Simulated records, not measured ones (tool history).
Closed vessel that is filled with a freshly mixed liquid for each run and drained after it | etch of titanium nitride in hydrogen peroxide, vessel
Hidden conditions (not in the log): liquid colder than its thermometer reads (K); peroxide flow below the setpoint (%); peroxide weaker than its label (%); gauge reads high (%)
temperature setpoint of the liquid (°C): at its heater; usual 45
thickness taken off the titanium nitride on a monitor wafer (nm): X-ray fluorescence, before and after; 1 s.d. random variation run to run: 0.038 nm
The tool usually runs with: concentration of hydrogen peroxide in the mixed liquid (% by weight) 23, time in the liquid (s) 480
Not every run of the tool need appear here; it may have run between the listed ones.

run   hour  temperature setpoint of the liquid (°C)  concentration of hydrogen peroxide in the mixed liquid (% by weight)  time in the liquid (s)  wafers since the last listed run  hours since the thermometer was replaced  hours since the peroxide flow meter was replaced  hours since the drum of peroxide was connected  hours since the gauge calibration  read-back film thickness of the titanium nitride reference wafer, read on the same gauge (nm)  thickness taken off the titanium nitride on a monitor wafer (nm)
  1      0                                       45                                                                  27.5                     480                                 0                                     460.6                                            2033.5                                          1077.2                              290.5                                                                                            100                                                              19.2
  2    7.4                                       45                                                                    23                     480                               380                                       468                                            2040.9                                          1084.6                              297.9                                                                                         100.03                                                             18.44
  3   16.1                                       45                                                                    23                     480                               447                                     476.7                                            2049.6                                          1093.3                              306.6                                                                                            100                                                             18.44
  4   24.2                                       45                                                                    23                     480                               416                                     484.8                                            2057.7                                          1101.4                              314.7                                                                                         100.01                                                             18.45
  5   40.2                                       45                                                                    23                     480                               823                                     500.8                                            2073.7                                          1117.4                              330.7                                                                                          99.97                                                             18.48
  6   51.5                                     42.5                                                                    23                     480                               581                                     512.1                                              2085                                          1128.7                                342                                                                                         100.01                                                             15.27
  7   63.1                                     42.5                                                                    23                     480                               596                                     523.7                                            2096.6                                          1140.3                              353.6                                                                                         100.02                                                             15.32
  8   78.2                                     42.5                                                                    23                     480                               777                                     538.8                                            2111.7                                          1155.4                              368.7                                                                                         100.01                                                             15.28
        87  -- thermometer replaced
  9   90.3                                       45                                                                    23                     480                               571                                       3.3                                            2123.8                                          1167.5                              380.8                                                                                         100.03                                                             18.75
 10     97                                       45                                                                    23                     480                               344                                        10                                            2130.5                                          1174.2                              387.5                                                                                          99.98                                                             18.84
 11  105.5                                     49.5                                                                    17                     650                               437                                      18.5                                              2139                                          1182.7                                396                                                                                          99.99                                                             33.03
     112.2  -- gauge calibrated
 12  119.6                                       45                                                                    23                     480                               725                                      32.6                                            2153.1                                          1196.8                                7.4                                                                                            100                                                             18.74
 13    137                                     51.5                                                                    19                     750                               895                                        50                                            2170.5                                          1214.2                               24.8                                                                                         100.03                                                             45.24
 14  152.7                                       42                                                                  26.5                     480                               807                                      65.7                                            2186.2                                          1229.9                               40.5                                                                                         100.03                                                             15.44
     161.9  -- new drum of peroxide connected
 15  168.9                                       45                                                                    16                     255                               782                                      81.9                                            2202.4                                               7                               56.7                                                                                          99.98                                                              9.19
 16  186.4                                     40.5                                                                    23                     480                               900                                      99.4                                            2219.9                                            24.5                               74.2                                                                                          99.99                                                             13.31
     191.5  -- peroxide flow meter replaced
 17  200.7                                       45                                                                    28                     260                               684                                     113.7                                               9.2                                            38.8                               88.5                                                                                          99.99                                                             10.57
 18  214.5                                       38                                                                  25.5                     760                               710                                     127.5                                                23                                            52.6                              102.3                                                                                          99.98                                                             17.68
 19  230.3                                       40                                                                  26.5                     480                               813                                     143.3                                              38.8                                            68.4                              118.1                                                                                         100.02                                                             13.19
 20    244                                     47.5                                                                    23                     240                               705                                       157                                              52.5                                            82.1                              131.8                                                                                            100                                                             11.24
 21  251.3                                     37.5                                                                    30                     480                               375                                     164.3                                              59.8                                            89.4                              139.1                                                                                          99.99                                                             11.18
 22  262.3                                       54                                                                    26                     480                               566                                     175.3                                              70.8                                           100.4                              150.1                                                                                          99.98                                                             36.67
 23  284.6                                       49                                                                    23                     325                              1147                                     197.6                                              93.1                                           122.7                              172.4                                                                                          99.97                                                             16.86
 24  295.6                                     40.5                                                                  29.5                     260                               566                                     208.6                                             104.1                                           133.7                              183.4                                                                                         100.02                                                              7.58
 25    313                                       45                                                                    23                     480                               895                                       226                                             121.5                                           151.1                              200.8                                                                                         100.02                                                             18.58
 26  323.5                                       45                                                                    23                     715                               540                                     236.5                                               132                                           161.6                              211.3                                                                                         100.03                                                              27.7
 27  329.6                                       45                                                                    23                     480                               313                                     242.6                                             138.1                                           167.7                              217.4                                                                                          99.99                                                             18.54
 28  340.4                                       42                                                                    23                     580                               555                                     253.4                                             148.9                                           178.5                              228.2                                                                                          99.98                                                             17.92

Give the tool's hidden conditions for every run:
peroxide flow below the setpoint (%): 0, the same for each run
peroxide weaker than its label (%): 0, the same for each run
gauge reads high (%): 0, the same for each run
H1: liquid colder than its thermometer reads (K)
run      H1
  1   0.243
  2   0.246
  3   0.251
  4   0.254
  5   0.262
  6   0.267
  7   0.273
  8    0.28
  9  0.0513
 10  0.0545
 11  0.0585
 12  0.0652
 13  0.0734
 14  0.0808
 15  0.0885
 16  0.0968
 17   0.104
 18    0.11
 19   0.118
 20   0.124
 21   0.128
 22   0.133
 23   0.143
 24   0.148
 25   0.157
 26   0.162
 27   0.165
 28    0.17

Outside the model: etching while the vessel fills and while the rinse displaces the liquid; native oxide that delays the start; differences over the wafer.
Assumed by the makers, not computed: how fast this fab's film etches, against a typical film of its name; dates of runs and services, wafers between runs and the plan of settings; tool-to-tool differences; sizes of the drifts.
